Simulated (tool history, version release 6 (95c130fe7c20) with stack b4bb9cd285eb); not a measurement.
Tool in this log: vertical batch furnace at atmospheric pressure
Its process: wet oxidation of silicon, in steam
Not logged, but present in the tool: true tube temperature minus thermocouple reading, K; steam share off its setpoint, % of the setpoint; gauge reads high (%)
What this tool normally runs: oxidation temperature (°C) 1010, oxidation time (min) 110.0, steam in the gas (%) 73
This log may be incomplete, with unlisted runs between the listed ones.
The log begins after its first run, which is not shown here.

run	hour	oxidation temperature (°C)	oxidation time (min)	steam in the gas (%)	wafers since the last listed run	hours since the last temperature calibration	hours since the steam generator was serviced	hours since the gauge calibration	read-back reference wafer on the same gauge, thickness	oxide thickness on the monitor wafer (angstrom)
2	82.9	1010	110.0	70	1135	1401.1	2486.8	2108.0	509.67	4993.9
3	403.8	1010	110.0	70	4394	1722.0	2807.7	2428.9	510.03	4964.4
# hour 422.0: gauge calibrated
4	469.5	1016	110.0	73	899	1787.7	2873.4	47.5	511.05	5291.8
5	569.4	1016	110.0	73	1368	1887.6	2973.3	147.4	510.40	5253.1
6	610.3	1016	110.0	73	560	1928.5	3014.2	188.3	510.33	5265.2
7	691.4	1010	110.0	73	1110	2009.6	3095.3	269.4	510.35	5048.7
8	778.7	1010	110.0	73	1195	2096.9	3182.6	356.7	511.06	5071.1
9	879.0	1010	110.0	73	1373	2197.2	3282.9	457.0	509.84	5087.1
10	957.9	994	110.0	82	1080	2276.1	3361.8	535.9	509.61	4920.6
11	1032.6	1010	110.0	82	1023	2350.8	3436.5	610.6	510.07	5421.0
# hour 1092.3: steam generator serviced
12	1092.8	1010	110.0	82	495	2411.0	0.5	670.8	509.54	5243.9
13	1149.2	1027	110.0	73	772	2467.4	56.9	727.2	509.97	5375.6
# hour 1181.1: thermocouples replaced and temperature profile calibrated
14	1230.5	1002	110.0	70	784	49.4	138.2	808.5	509.42	4547.6
15	1322.1	1010	110.0	73	1254	141.0	229.8	900.1	510.16	4892.2
16	1370.4	1010	110.0	73	661	189.3	278.1	948.4	510.03	4905.8
17	1427.0	1010	110.0	73	775	245.9	334.7	1005.0	509.96	4847.8
18	1531.3	1010	110.0	73	1428	350.2	439.0	1109.3	510.28	4877.6
19	1747.1	1010	110.0	73	2955	566.0	654.8	1325.1	509.92	4896.4
# hour 1805.7: steam generator serviced, repeated, since the last time left the tool worse
20	1847.2	1010	110.0	73	1042	666.1	41.5	1425.2	510.61	5253.8
21	1949.3	1010	110.0	73	1398	768.2	143.6	1527.3	510.50	5237.1
22	2037.9	1028	149.5	64	1213	856.8	232.2	1615.9	510.41	6375.3
23	2133.2	1024	151.5	73	1305	952.1	327.5	1711.2	509.57	6776.6
24	2225.9	1010	110.0	73	1269	1044.8	420.2	1803.9	509.95	5199.0
# hour 2261.5: gauge calibrated
25	2331.7	1020	68.5	73	1448	1150.6	526.0	70.2	509.85	4082.1

Run 26 has not been measured yet. What should we expect?
26	2414.5	1010	110.0	73	1133	1233.4	608.8	153.0	?	?

{"run 26": {"read-back reference wafer on the same gauge, thickness": 509.23, "oxide thickness on the monitor wafer (angstrom)": 5173.8}}
On a tool with no hidden condition, and with the same random variation, this run would have come out at oxide thickness on the monitor wafer (angstrom) 5189.1.
